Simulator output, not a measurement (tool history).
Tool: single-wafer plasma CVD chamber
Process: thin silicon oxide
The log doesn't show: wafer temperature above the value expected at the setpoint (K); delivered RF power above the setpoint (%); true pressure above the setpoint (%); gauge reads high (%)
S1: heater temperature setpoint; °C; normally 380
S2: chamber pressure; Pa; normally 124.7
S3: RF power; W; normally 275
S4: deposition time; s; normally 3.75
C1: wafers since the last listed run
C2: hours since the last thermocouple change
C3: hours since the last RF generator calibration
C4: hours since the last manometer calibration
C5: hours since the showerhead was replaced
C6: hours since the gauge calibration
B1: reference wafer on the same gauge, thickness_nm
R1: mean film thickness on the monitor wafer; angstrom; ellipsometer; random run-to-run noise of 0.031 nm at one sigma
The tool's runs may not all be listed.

run	hour	S1	S2	S3	S4	C1	C2	C3	C4	C5	C6	B1	R1
1	0.0	380	124.7	275	4.13	0	1255.1	1208.5	1022.5	6615.4	189.4	6.541	73.26
2	14.3	380	124.7	275	4.13	587	1269.4	1222.8	1036.8	6629.7	203.7	6.545	73.46
3	31.1	372	133.9	275	3.75	690	1286.2	1239.6	1053.6	6646.5	220.5	6.533	71.64
4	39.7	372	133.9	275	3.75	353	1294.8	1248.2	1062.2	6655.1	229.1	6.547	71.69
5	52.2	372	133.9	275	3.75	513	1307.3	1260.7	1074.7	6667.6	241.6	6.541	71.89
6	68.3	380	124.7	275	3.75	661	1323.4	1276.8	1090.8	6683.7	257.7	6.535	66.48
7	78.5	380	124.7	275	3.75	419	1333.6	1287.0	1101.0	6693.9	267.9	6.534	66.64
8	88.1	373	124.7	275	3.97	394	1343.2	1296.6	1110.6	6703.5	277.5	6.543	70.60
9	100.3	373	124.7	275	3.97	501	1355.4	1308.8	1122.8	6715.7	289.7	6.539	71.20
10	116.2	380	124.7	275	3.25	653	1371.3	1324.7	1138.7	6731.6	305.6	6.536	57.38
11	131.2	380	124.7	275	3.25	616	1386.3	1339.7	1153.7	6746.6	320.6	6.537	57.57
# hour 152.4: showerhead replaced
12	152.9	380	124.7	275	3.25	563	1408.0	1361.4	1175.4	0.5	342.3	6.540	57.80
13	163.7	380	124.7	275	3.75	443	1418.8	1372.2	1186.2	11.3	353.1	6.541	66.07
# hour 174.1: RF generator calibrated
14	174.6	380	124.7	275	3.75	119	1429.7	0.5	1197.1	22.2	364.0	6.541	66.56
# hour 195.3: thermocouple changed; heater temperature recalibrated
# hour 201.0: gauge calibrated
15	213.3	369	124.7	275	3.75	1261	18.0	39.2	1235.8	60.9	12.3	6.536	65.75
16	225.7	380	124.7	275	3.75	509	30.4	51.6	1248.2	73.3	24.7	6.541	64.95
17	232.2	374	141.1	250	3.06	267	36.9	58.1	1254.7	79.8	31.2	6.539	57.07
# hour 250.2: capacitance manometer re-zeroed and calibrated
18	250.7	380	124.7	260	3.75	431	55.4	76.6	0.5	98.3	49.7	6.548	67.80
19	256.2	370	124.7	275	4.03	226	60.9	82.1	6.0	103.8	55.2	6.545	75.51
20	263.5	380	124.7	275	3.75	300	68.2	89.4	13.3	111.1	62.5	6.546	70.05
21	281.0	380	150.1	275	3.75	719	85.7	106.9	30.8	128.6	80.0	6.531	80.90
22	296.9	380	147.5	225	3.94	653	101.6	122.8	46.7	144.5	95.9	6.539	74.43
23	310.2	380	124.7	275	3.75	546	114.9	136.1	60.0	157.8	109.2	6.544	69.61
24	318.1	393	124.7	275	3.75	324	122.8	144.0	67.9	165.7	117.1	6.532	69.40
25	326.9	380	124.7	275	3.75	361	131.6	152.8	76.7	174.5	125.9	6.548	69.69
26	333.6	380	124.7	320	3.75	275	138.3	159.5	83.4	181.2	132.6	6.537	75.59
27	348.2	385	144.9	275	3.75	600	152.9	174.1	98.0	195.8	147.2	6.536	78.56
28	355.3	374	113.1	275	4.41	291	160.0	181.2	105.1	202.9	154.3	6.532	75.23
29	371.3	380	124.7	275	4.13	657	176.0	197.2	121.1	218.9	170.3	6.540	76.61

What if the next run were any one of these 4? Each begins from the tool's condition after run 29:
A	371.7	380	100.5	275	3.75	16	176.4	197.6	121.5	219.3	170.7	?	?
B	371.7	380	108.8	275	3.75	16	176.4	197.6	121.5	219.3	170.7	?	?
C	371.7	380	135.3	245	3.75	16	176.4	197.6	121.5	219.3	170.7	?	?
D	371.7	380	124.7	255	3.75	16	176.4	197.6	121.5	219.3	170.7	?	?

run	B1	R1
A	6.538	55.06
B	6.538	60.33
C	6.538	69.50
D	6.538	66.35
Had the tool no hidden state, the same runs would have come out as:
run	R1
A	55.18
B	60.45
C	69.60
D	66.47

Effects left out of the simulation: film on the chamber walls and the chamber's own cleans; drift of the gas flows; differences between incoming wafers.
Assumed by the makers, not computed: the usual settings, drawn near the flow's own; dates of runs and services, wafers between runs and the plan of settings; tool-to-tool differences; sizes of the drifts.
